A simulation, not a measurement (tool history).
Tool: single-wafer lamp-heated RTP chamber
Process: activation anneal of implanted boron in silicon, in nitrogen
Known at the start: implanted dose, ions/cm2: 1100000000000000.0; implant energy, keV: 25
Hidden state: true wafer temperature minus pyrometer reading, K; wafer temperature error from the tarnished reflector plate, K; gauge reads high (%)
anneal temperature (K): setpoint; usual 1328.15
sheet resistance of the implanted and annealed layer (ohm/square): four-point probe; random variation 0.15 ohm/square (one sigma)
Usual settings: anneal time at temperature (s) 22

run,day,anneal temperature (K),anneal time at temperature (s),wafers since the last listed run,wafers since the last pyrometer calibration,wafers since the reflector plate was cleaned,hours since the gauge calibration,"read-back reference wafer on the same gauge, sheet resistance",sheet resistance of the implanted and annealed layer (ohm/square)
1,0.000,1328.15,22,0,3576,9388,282.6,103.34,102.49
2,0.408,1328.15,22,135,3711,9523,292.4,103.33,102.41
3,0.975,1328.15,22,188,3900,9711,306.0,103.28,102.33
4,1.458,1328.15,22,160,4060,9872,317.6,103.28,102.41
5,1.796,1328.15,22,112,4172,9984,325.7,103.27,102.19
6,2.246,1328.15,22,149,4322,10133,336.5,103.28,102.25
7,3.258,1328.15,18,336,4658,10470,360.8,103.19,102.55
8,3.596,1328.15,18,112,4770,10582,368.9,103.26,102.17
9,3.938,1328.15,17,113,4884,10695,377.1,103.14,102.05
10,4.238,1315.15,14,99,4983,10795,384.3,103.08,103.01
11,4.979,1328.15,22,246,5229,11041,402.1,103.08,102.13
12,5.258,1328.15,22,92,5322,11134,408.8,103.16,102.40
# day 5.633: reflector plate cleaned
13,5.746,1328.15,22,51,5373,37,420.5,103.13,102.17
14,6.025,1328.15,22,92,5466,130,427.2,103.05,102.01
15,6.592,1328.15,22,188,5654,318,440.8,102.96,101.92
16,7.038,1328.15,22,148,5802,466,451.5,102.98,102.00
17,7.583,1328.15,22,181,5984,648,464.6,102.98,101.86
18,8.046,1305.15,22,153,6137,801,475.7,102.91,102.84
19,8.717,1358.15,27,222,6360,1024,491.8,102.86,100.39
20,9.333,1315.15,13,204,6565,1229,506.6,102.84,102.78
21,9.754,1328.15,22,139,6705,1369,516.7,102.81,101.79
# day 10.146: gauge calibrated
# day 10.338: pyrometer window cleaned and pyrometer calibrated
22,10.358,1328.15,22,89,6,1459,5.1,104.15,103.00
23,10.888,1357.15,26,175,182,1634,17.8,104.04,101.87
24,11.362,1341.15,34,157,340,1792,29.2,104.05,102.07
25,11.950,1352.15,33,195,535,1987,43.3,104.01,101.48
26,12.275,1310.15,11,107,643,2095,51.1,103.97,104.34
27,12.621,1352.15,33,114,758,2210,59.4,103.92,101.46
28,13.175,1305.15,22,184,942,2394,72.7,103.98,103.91
29,13.579,1328.15,22,134,1076,2528,82.4,104.04,103.01
30,14.254,1328.15,11,224,1300,2752,98.6,103.93,103.36
31,14.629,1348.15,15,124,1425,2877,107.6,103.86,102.83
32,15.062,1303.15,18,143,1569,3021,118.0,103.87,104.21
33,15.608,1344.15,18,181,1750,3202,131.1,103.75,102.35
34,16.208,1352.15,22,199,1949,3401,145.5,103.90,102.00
35,16.854,1307.15,11,214,2164,3616,161.0,103.69,104.36

Measured less the same run without the tool's hidden state. The same run-to-run variation is in both; the gauge's scatter may not be:
run,sheet resistance of the implanted and annealed layer (ohm/square)
1,-0.63
2,-0.64
3,-0.68
4,-0.71
5,-0.72
6,-0.74
7,-0.80
8,-0.81
9,-0.84
10,-0.86
11,-0.89
12,-0.91
13,-0.93
14,-0.94
15,-0.97
16,-1.00
17,-1.03
18,-1.06
19,-1.07
20,-1.12
21,-1.14
22,+0.11
23,+0.07
24,+0.05
25,+0.02
26,+0.00
27,-0.02
28,-0.04
29,-0.06
30,-0.11
31,-0.12
32,-0.15
33,-0.18
34,-0.20
35,-0.24
